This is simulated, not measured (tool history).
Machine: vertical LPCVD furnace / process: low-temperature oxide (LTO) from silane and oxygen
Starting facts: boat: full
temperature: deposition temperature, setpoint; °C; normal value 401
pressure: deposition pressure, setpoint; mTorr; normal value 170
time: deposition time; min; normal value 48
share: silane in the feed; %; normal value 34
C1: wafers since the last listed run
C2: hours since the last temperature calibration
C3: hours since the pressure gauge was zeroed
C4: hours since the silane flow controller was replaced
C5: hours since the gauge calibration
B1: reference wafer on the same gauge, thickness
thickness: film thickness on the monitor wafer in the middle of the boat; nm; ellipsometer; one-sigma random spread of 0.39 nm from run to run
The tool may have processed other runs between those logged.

run 1 hour=0 | temperature=401 pressure=170 time=48 share=34 | C1=0 C2=3460.5 C3=1741.3 C4=3229.5 C5=54.9 | B1=303.03 | thickness=246.59
run 2 hour=15.8 | temperature=401 pressure=170 time=48 share=34 | C1=301 C2=3476.3 C3=1757.1 C4=3245.3 C5=70.7 | B1=302.92 | thickness=246.42
run 3 hour=22.8 | temperature=401 pressure=170 time=48 share=34 | C1=133 C2=3483.3 C3=1764.1 C4=3252.3 C5=77.7 | B1=303.08 | thickness=246.85
run 4 hour=31.3 | temperature=401 pressure=170 time=48 share=34 | C1=162 C2=3491.8 C3=1772.6 C4=3260.8 C5=86.2 | B1=302.99 | thickness=245.58
-- hour=64.6 pressure gauge zeroed
-- hour=78.9 silane flow controller replaced
-- hour=98.5 thermocouples replaced and temperature profile calibrated
run 5 hour=99 | temperature=401 pressure=170 time=48 share=30 | C1=185 C2=0.5 C3=34.4 C4=20.1 C5=153.9 | B1=303.03 | thickness=219.12
run 6 hour=102.9 | temperature=401 pressure=170 time=48 share=30 | C1=74 C2=4.4 C3=38.3 C4=24 C5=157.8 | B1=303.01 | thickness=218.47
run 7 hour=106.9 | temperature=401 pressure=170 time=48 share=30 | C1=76 C2=8.4 C3=42.3 C4=28 C5=161.8 | B1=302.95 | thickness=218.9
-- hour=109.8 gauge calibrated
run 8 hour=110.8 | temperature=401 pressure=145 time=48 share=34 | C1=74 C2=12.3 C3=46.2 C4=31.9 C5=1 | B1=302.89 | thickness=222.99
run 9 hour=114.7 | temperature=398 pressure=185 time=55 share=36 | C1=74 C2=16.2 C3=50.1 C4=35.8 C5=4.9 | B1=303.12 | thickness=339.11
run 10 hour=118.7 | temperature=395 pressure=170 time=34 share=34 | C1=76 C2=20.2 C3=54.1 C4=39.8 C5=8.9 | B1=303.01 | thickness=172.67
run 11 hour=122.6 | temperature=401 pressure=170 time=48 share=29 | C1=74 C2=24.1 C3=58 C4=43.7 C5=12.8 | B1=303.04 | thickness=207.97
run 12 hour=126.5 | temperature=401 pressure=170 time=48 share=34 | C1=74 C2=28 C3=61.9 C4=47.6 C5=16.7 | B1=303.01 | thickness=261.52
run 13 hour=130.5 | temperature=389 pressure=170 time=48 share=34 | C1=76 C2=32 C3=65.9 C4=51.6 C5=20.7 | B1=302.87 | thickness=226.1
run 14 hour=134.4 | temperature=401 pressure=210 time=48 share=34 | C1=74 C2=35.9 C3=69.8 C4=55.5 C5=24.6 | B1=303.11 | thickness=322.41
run 15 hour=138.8 | temperature=401 pressure=170 time=48 share=34 | C1=83 C2=40.3 C3=74.2 C4=59.9 C5=29 | B1=302.97 | thickness=260.44
run 16 hour=145.4 | temperature=401 pressure=185 time=48 share=40 | C1=125 C2=46.9 C3=80.8 C4=66.5 C5=35.6 | B1=303.09 | thickness=348.8
run 17 hour=159.3 | temperature=401 pressure=170 time=57 share=34 | C1=265 C2=60.8 C3=94.7 C4=80.4 C5=49.5 | B1=303.01 | thickness=308.78

For each run, what was the tool's unlogged condition?
true tube temperature minus thermocouple reading, K: 0 across all the runs
deviation of the silane flow from its setpoint, %: 0 across all the runs
gauge reads high (%): 0 across all the runs
H1: true pressure minus gauge reading, mTorr
run=1 H1=-10.8
run=2 H1=-10.8
run=3 H1=-10.8
run=4 H1=-10.8
run=5 H1=-1.1
run=6 H1=-1.16
run=7 H1=-1.22
run=8 H1=-1.28
run=9 H1=-1.34
run=10 H1=-1.4
run=11 H1=-1.46
run=12 H1=-1.52
run=13 H1=-1.58
run=14 H1=-1.63
run=15 H1=-1.7
run=16 H1=-1.79
run=17 H1=-1.99
